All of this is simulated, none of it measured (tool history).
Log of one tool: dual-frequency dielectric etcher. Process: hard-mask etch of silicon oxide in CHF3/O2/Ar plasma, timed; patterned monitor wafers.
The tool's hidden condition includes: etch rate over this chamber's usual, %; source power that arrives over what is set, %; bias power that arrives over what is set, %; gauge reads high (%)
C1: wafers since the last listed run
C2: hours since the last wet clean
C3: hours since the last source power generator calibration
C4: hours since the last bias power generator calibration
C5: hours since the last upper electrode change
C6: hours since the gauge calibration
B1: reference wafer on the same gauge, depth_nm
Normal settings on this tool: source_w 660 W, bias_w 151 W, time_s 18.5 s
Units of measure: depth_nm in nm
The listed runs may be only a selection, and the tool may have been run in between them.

Run 1, hour 0.0: usual settings; C1 0; C2 127.0; C3 3956.1; C4 1381.3; C5 5585.4; C6 509.6; B1 33.80. Result: depth_nm 35.80 nm.
Run 2, hour 52.7: usual settings; C1 625; C2 179.7; C3 4008.8; C4 1434.0; C5 5638.1; C6 562.3; B1 33.81. Result: depth_nm 35.86 nm.
Run 3, hour 102.7: usual settings; C1 593; C2 229.7; C3 4058.8; C4 1484.0; C5 5688.1; C6 612.3; B1 33.83. Result: depth_nm 35.62 nm.
Run 4, hour 154.1: usual settings; C1 609; C2 281.1; C3 4110.2; C4 1535.4; C5 5739.5; C6 663.7; B1 33.82. Result: depth_nm 35.90 nm.
Run 5, hour 188.7: usual settings; C1 410; C2 315.7; C3 4144.8; C4 1570.0; C5 5774.1; C6 698.3; B1 33.78. Result: depth_nm 35.83 nm.
Run 6, hour 236.3: usual settings but bias_w 167 W; C1 564; C2 363.3; C3 4192.4; C4 1617.6; C5 5821.7; C6 745.9; B1 33.72. Result: depth_nm 36.90 nm.
Run 7, hour 307.2: usual settings; C1 841; C2 434.2; C3 4263.3; C4 1688.5; C5 5892.6; C6 816.8; B1 33.86. Result: depth_nm 36.04 nm.
At hour 333.9: gauge calibrated.
Run 8, hour 345.0: usual settings but source_w 700 W, time_s 22.0 s; C1 448; C2 472.0; C3 4301.1; C4 1726.3; C5 5930.4; C6 11.1; B1 33.78. Result: depth_nm 43.50 nm.
Run 9, hour 404.9: usual settings but source_w 710 W, time_s 20.5 s; C1 710; C2 531.9; C3 4361.0; C4 1786.2; C5 5990.3; C6 71.0; B1 33.77. Result: depth_nm 41.06 nm.

Predict the results of run 10:
At hour 458.7: wet clean of the chamber.
Run 10, hour 459.2: usual settings but source_w 520 W, time_s 15.0 s; C1 359; C2 0.5; C3 4415.3; C4 1840.5; C5 6044.6; C6 125.3; B1 ?. Result: depth_nm ?.

Run 10 produced B1 33.78, depth_nm 26.05 nm.
Without the tool's hidden state the same run would have given depth_nm 26.05 nm.
